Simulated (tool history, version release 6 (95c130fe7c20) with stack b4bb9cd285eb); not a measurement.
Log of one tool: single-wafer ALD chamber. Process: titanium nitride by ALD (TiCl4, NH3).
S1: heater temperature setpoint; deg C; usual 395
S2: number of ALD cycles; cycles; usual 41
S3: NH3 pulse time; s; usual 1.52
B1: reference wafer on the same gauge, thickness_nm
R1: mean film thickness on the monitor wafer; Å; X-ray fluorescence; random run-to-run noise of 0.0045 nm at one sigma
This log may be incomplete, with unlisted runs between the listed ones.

run	hour	S1	S2	S3	B1	R1
1	0.0	395	41	1.52	0.744	9.01
2	44.8	395	41	1.52	0.747	9.05
3	136.3	395	41	2.00	0.747	9.10
4	210.6	395	41	2.00	0.745	9.08
5	257.3	395	41	2.00	0.744	9.11
6	334.6	395	41	1.52	0.748	8.95
7	400.8	395	41	1.52	0.746	9.01
8	462.2	395	41	1.52	0.746	8.93
9	566.7	392	41	1.97	0.746	9.06
# hour 597.4: gauge calibrated
10	637.7	395	41	1.52	0.745	9.00

Predict the results of run 11:
11	735.8	395	41	2.00	?	?

Run 11 gave B1 0.747, R1 9.13 Å.
With no hidden state in the tool, this same run would have given R1 9.13 Å.
